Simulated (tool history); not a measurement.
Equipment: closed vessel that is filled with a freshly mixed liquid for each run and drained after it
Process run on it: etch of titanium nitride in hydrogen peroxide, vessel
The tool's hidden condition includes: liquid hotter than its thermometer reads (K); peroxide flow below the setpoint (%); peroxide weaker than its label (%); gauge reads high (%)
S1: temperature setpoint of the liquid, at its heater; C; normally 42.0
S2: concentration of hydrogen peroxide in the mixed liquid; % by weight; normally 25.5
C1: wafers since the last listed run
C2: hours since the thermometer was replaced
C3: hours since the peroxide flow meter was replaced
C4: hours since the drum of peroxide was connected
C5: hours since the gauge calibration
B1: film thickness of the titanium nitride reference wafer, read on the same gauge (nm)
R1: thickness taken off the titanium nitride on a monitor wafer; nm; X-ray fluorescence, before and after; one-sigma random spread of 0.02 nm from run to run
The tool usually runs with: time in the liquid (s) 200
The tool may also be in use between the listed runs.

Run 1, hour 0.0: usual settings; C1 0; C2 1068.2; C3 2005.1; C4 240.6; C5 190.1; B1 90.01. Result: R1 5.18 nm.
Run 2, hour 26.3: usual settings; C1 3486; C2 1094.5; C3 2031.4; C4 266.9; C5 216.4; B1 89.99. Result: R1 5.16 nm.
Run 3, hour 58.5: usual settings; C1 4268; C2 1126.7; C3 2063.6; C4 299.1; C5 248.6; B1 90.00. Result: R1 5.16 nm.
Run 4, hour 141.7: usual settings; C1 11028; C2 1209.9; C3 2146.8; C4 382.3; C5 331.8; B1 90.02. Result: R1 5.16 nm.
At hour 155.8: gauge calibrated.
Run 5, hour 156.7: usual settings; C1 1988; C2 1224.9; C3 2161.8; C4 397.3; C5 0.9; B1 90.00. Result: R1 5.16 nm.
Run 6, hour 172.6: usual settings; C1 2107; C2 1240.8; C3 2177.7; C4 413.2; C5 16.8; B1 89.99. Result: R1 5.15 nm.
Run 7, hour 203.9: usual settings; C1 4148; C2 1272.1; C3 2209.0; C4 444.5; C5 48.1; B1 89.99. Result: R1 5.17 nm.
Run 8, hour 223.5: usual settings; C1 2598; C2 1291.7; C3 2228.6; C4 464.1; C5 67.7; B1 90.01. Result: R1 5.18 nm.
Run 9, hour 235.5: usual settings but S2 23.0 % by weight; C1 1590; C2 1303.7; C3 2240.6; C4 476.1; C5 79.7; B1 90.03. Result: R1 5.06 nm.
Run 10, hour 257.3: usual settings but S1 34.0 C, S2 20.5 % by weight, time in the liquid (s) 85; C1 2889; C2 1325.5; C3 2262.4; C4 497.9; C5 101.5; B1 90.00. Result: R1 1.12 nm.
Run 11, hour 282.1: usual settings; C1 3287; C2 1350.3; C3 2287.2; C4 522.7; C5 126.3; B1 90.00. Result: R1 5.18 nm.
At hour 307.1: peroxide flow meter replaced.
Run 12, hour 309.8: usual settings but S1 49.5 C, S2 27.5 % by weight; C1 3539; C2 1378.0; C3 2.7; C4 550.4; C5 154.0; B1 89.98. Result: R1 9.14 nm.
At hour 332.3: new drum of peroxide connected.
Run 13, hour 340.6: usual settings but S1 37.0 C, S2 23.0 % by weight; C1 3950; C2 1408.8; C3 33.5; C4 8.3; C5 184.8; B1 89.99. Result: R1 3.48 nm.
At hour 371.7: thermometer replaced.
Run 14, hour 396.8: usual settings; C1 7316; C2 25.1; C3 89.7; C4 64.5; C5 241.0; B1 90.02. Result: R1 4.97 nm.
Run 15, hour 411.8: usual settings; C1 1988; C2 40.1; C3 104.7; C4 79.5; C5 256.0; B1 90.02. Result: R1 4.98 nm.
Run 16, hour 445.0: usual settings but S1 48.5 C, time in the liquid (s) 150; C1 4400; C2 73.3; C3 137.9; C4 112.7; C5 289.2; B1 89.99. Result: R1 6.09 nm.
Run 17, hour 477.2: usual settings but S1 35.5 C, S2 20.5 % by weight, time in the liquid (s) 95; C1 4268; C2 105.5; C3 170.1; C4 144.9; C5 321.4; B1 90.01. Result: R1 1.37 nm.
Run 18, hour 499.2: usual settings but S1 48.0 C; C1 2916; C2 127.5; C3 192.1; C4 166.9; C5 343.4; B1 90.00. Result: R1 7.82 nm.

Forecast each of these 5 alternatives for the next run:
Run A, hour 499.9: usual settings; C1 92; C2 128.2; C3 192.8; C4 167.6; C5 344.1; B1 ?. Result: R1 ?.
Run B, hour 499.9: usual settings but S1 34.5 C, time in the liquid (s) 165; C1 92; C2 128.2; C3 192.8; C4 167.6; C5 344.1; B1 ?. Result: R1 ?.
Run C, hour 499.9: usual settings but S2 30.0 % by weight, time in the liquid (s) 245; C1 92; C2 128.2; C3 192.8; C4 167.6; C5 344.1; B1 ?. Result: R1 ?.
Run D, hour 499.9: usual settings but S1 38.0 C; C1 92; C2 128.2; C3 192.8; C4 167.6; C5 344.1; B1 ?. Result: R1 ?.
Run E, hour 499.9: usual settings but S1 50.5 C, S2 28.0 % by weight; C1 92; C2 128.2; C3 192.8; C4 167.6; C5 344.1; B1 ?. Result: R1 ?.

run     B1    R1
  A  89.99  5.00
  B  89.99  2.30
  C  89.99  6.35
  D  89.99  3.68
  E  89.99  9.57
What these runs would have given with no unlogged condition in the tool:
run    R1
  A  5.00
  B  2.30
  C  6.34
  D  3.67
  E  9.56
